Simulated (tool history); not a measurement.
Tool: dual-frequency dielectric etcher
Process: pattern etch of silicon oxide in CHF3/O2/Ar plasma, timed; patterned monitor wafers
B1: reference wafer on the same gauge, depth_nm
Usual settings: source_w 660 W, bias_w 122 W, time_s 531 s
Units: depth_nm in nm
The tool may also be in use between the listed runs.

Run 1, hour 0: usual settings but bias_w 143 W; B1 1161.7. Result: depth_nm 1008.4 nm.
Run 2, hour 19.1: usual settings; B1 1162. Result: depth_nm 930.1 nm.
Run 3, hour 52.3: usual settings; B1 1162.1. Result: depth_nm 927.6 nm.
At hour 85.9: wet clean of the chamber.
Run 4, hour 86.4: usual settings; B1 1161.7. Result: depth_nm 951.6 nm.
Run 5, hour 106.3: usual settings; B1 1161.9. Result: depth_nm 951.5 nm.
Run 6, hour 138.6: usual settings; B1 1161.6. Result: depth_nm 950.6 nm.
Run 7, hour 169.5: usual settings but source_w 600 W; B1 1161.2. Result: depth_nm 913 nm.
Run 8, hour 186: usual settings; B1 1161.8. Result: depth_nm 948.6 nm.
Run 9, hour 200.8: usual settings; B1 1161.5. Result: depth_nm 946.3 nm.
At hour 216: gauge calibrated.
Run 10, hour 233.6: usual settings; B1 1161.5. Result: depth_nm 943.9 nm.
Run 11, hour 247: usual settings but source_w 710 W; B1 1161.7. Result: depth_nm 968 nm.
Run 12, hour 274.1: usual settings but source_w 710 W; B1 1161.3. Result: depth_nm 967 nm.
At hour 303.1: source power generator calibrated.
Run 13, hour 303.6: usual settings; B1 1161.7. Result: depth_nm 937 nm.
Run 14, hour 332.3: usual settings but bias_w 114 W, time_s 485 s; B1 1161.2. Result: depth_nm 825 nm.
Run 15, hour 364.6: usual settings but bias_w 103 W, time_s 659 s; B1 1163. Result: depth_nm 1060.7 nm.
At hour 406.5: upper electrode replaced.
Run 16, hour 435.3: usual settings but bias_w 103 W, time_s 659 s; B1 1161.8. Result: depth_nm 1062.6 nm.
At hour 482.2: wet clean of the chamber.
Run 17, hour 482.7: usual settings but source_w 800 W, time_s 427.5 s; B1 1161.5. Result: depth_nm 822.7 nm.
Run 18, hour 483.2: usual settings but bias_w 141 W, time_s 483 s; B1 1162.1. Result: depth_nm 928.3 nm.
Run 19, hour 490.9: usual settings but source_w 610 W, time_s 402.5 s; B1 1162.4. Result: depth_nm 701.6 nm.
Run 20, hour 513.3: usual settings but source_w 590 W, bias_w 95 W, time_s 378 s; B1 1162.4. Result: depth_nm 575.7 nm.
Run 21, hour 532.1: usual settings but source_w 620 W, time_s 599 s; B1 1162.3. Result: depth_nm 1047.6 nm.
Run 22, hour 546.2: usual settings; B1 1162.6. Result: depth_nm 950.8 nm.
Run 23, hour 566.9: usual settings but source_w 570 W; B1 1162.5. Result: depth_nm 898.7 nm.
Run 24, hour 581.8: usual settings; B1 1162.4. Result: depth_nm 947.6 nm.
At hour 594.2: bias power generator calibrated.
Run 25, hour 597.2: usual settings but source_w 820 W, bias_w 104 W, time_s 633 s; B1 1162. Result: depth_nm 1161.8 nm.
At hour 601.5: gauge calibrated.
Run 26, hour 616.2: usual settings; B1 1162.6. Result: depth_nm 972.6 nm.
Run 27, hour 645: usual settings but time_s 445.5 s; B1 1161.9. Result: depth_nm 817 nm.
Run 28, hour 673.5: usual settings; B1 1161.9. Result: depth_nm 968.2 nm.
Run 29, hour 768.5: usual settings but source_w 780 W, bias_w 135 W, time_s 435.5 s; B1 1162.2. Result: depth_nm 875.4 nm.

Forecast each of these 5 alternatives for the next run:
Run A, hour 769.1: usual settings but bias_w 111 W; B1 ?. Result: depth_nm ?.
Run B, hour 769.1: usual settings but bias_w 100 W; B1 ?. Result: depth_nm ?.
Run C, hour 769.1: usual settings but source_w 580 W, bias_w 147 W, time_s 457 s; B1 ?. Result: depth_nm ?.
Run D, hour 769.1: usual settings but source_w 590 W; B1 ?. Result: depth_nm ?.
Run E, hour 769.1: usual settings but source_w 790 W, bias_w 93 W, time_s 597 s; B1 ?. Result: depth_nm ?.

run      B1  depth_nm
  A  1162.2     913.3
  B  1162.2     866.3
  C  1162.2     860.3
  D  1162.2     918.9
  E  1162.2    1004.1
Without the tool's hidden state the same runs would have given:
run  depth_nm
  A     930.3
  B     882.2
  C     876.7
  D     936.1
  E    1022.3
